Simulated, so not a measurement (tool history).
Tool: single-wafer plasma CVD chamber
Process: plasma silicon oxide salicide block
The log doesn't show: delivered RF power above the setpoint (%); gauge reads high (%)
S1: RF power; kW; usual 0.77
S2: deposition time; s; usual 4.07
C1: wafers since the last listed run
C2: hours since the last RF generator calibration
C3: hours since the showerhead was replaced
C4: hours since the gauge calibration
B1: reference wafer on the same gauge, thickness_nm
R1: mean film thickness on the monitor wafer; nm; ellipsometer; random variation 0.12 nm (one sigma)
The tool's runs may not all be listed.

run,day,S1,S2,C1,C2,C3,C4,B1,R1
1,0,0.77,4.68,0,567.4,2490,360.3,37.501,51.856
2,1.275,0.77,4.68,640,598,2520.6,390.9,37.532,51.787
3,2.079,0.66,4.69,404,617.3,2539.9,410.2,37.477,49.392
4,3.504,0.77,4.07,716,651.5,2574.1,444.4,37.489,45.117
5,4.592,0.82,4.26,546,677.6,2600.2,470.5,37.486,47.725
6,5.242,0.82,4.26,326,693.2,2615.8,486.1,37.515,47.816
7,6.671,0.82,4.26,718,727.5,2650.1,520.4,37.525,47.813
8,10.983,0.77,3.71,2168,831,2753.6,623.9,37.493,40.658
9,11.933,0.77,3.71,477,853.8,2776.4,646.7,37.489,40.867
10,13.392,0.77,4.51,733,888.8,2811.4,681.7,37.497,49.476
11,13.908,0.77,4.51,259,901.2,2823.8,694.1,37.488,49.832
12,15.379,0.77,4.07,739,936.5,2859.1,729.4,37.489,44.542
13,16.733,0.77,4.07,680,969,2891.6,761.9,37.504,44.702
14,17.338,0.77,4.07,303,983.5,2906.1,776.4,37.496,44.826
15,18.054,0.77,4.07,360,1000.7,2923.3,793.6,37.508,44.656
# day 19.042: showerhead replaced, of another model than before
16,19.333,0.89,4.07,475,1031.4,7,824.3,37.501,46.967
17,22.538,0.77,3.48,1610,1108.3,83.9,901.2,37.465,37.751
18,23.625,0.895,3.78,546,1134.4,110,927.3,37.495,43.564
19,24.188,0.77,3.66,282,1147.9,123.5,940.8,37.5,39.77
# day 24.304: gauge calibrated
20,25.542,0.65,3.35,680,1180.4,156,29.7,37.514,33.638
21,26.404,0.82,4.32,433,1201.1,176.7,50.4,37.53,47.974
22,27.446,0.71,3.56,523,1226.1,201.7,75.4,37.5,37.341
23,28.133,0.67,4.69,345,1242.6,218.2,91.9,37.481,47.721
# day 28.992: RF generator calibrated
24,29.346,0.885,4.77,441,8.5,247.3,121,37.501,56.847

Run 25 comes next. What will it give?
25,30.683,0.77,4.07,672,40.6,279.4,153.1,?,?

Run 25 gave B1 37.522, R1 45.742 nm.
Without the tool's hidden state the same run would have given R1 45.903 nm.
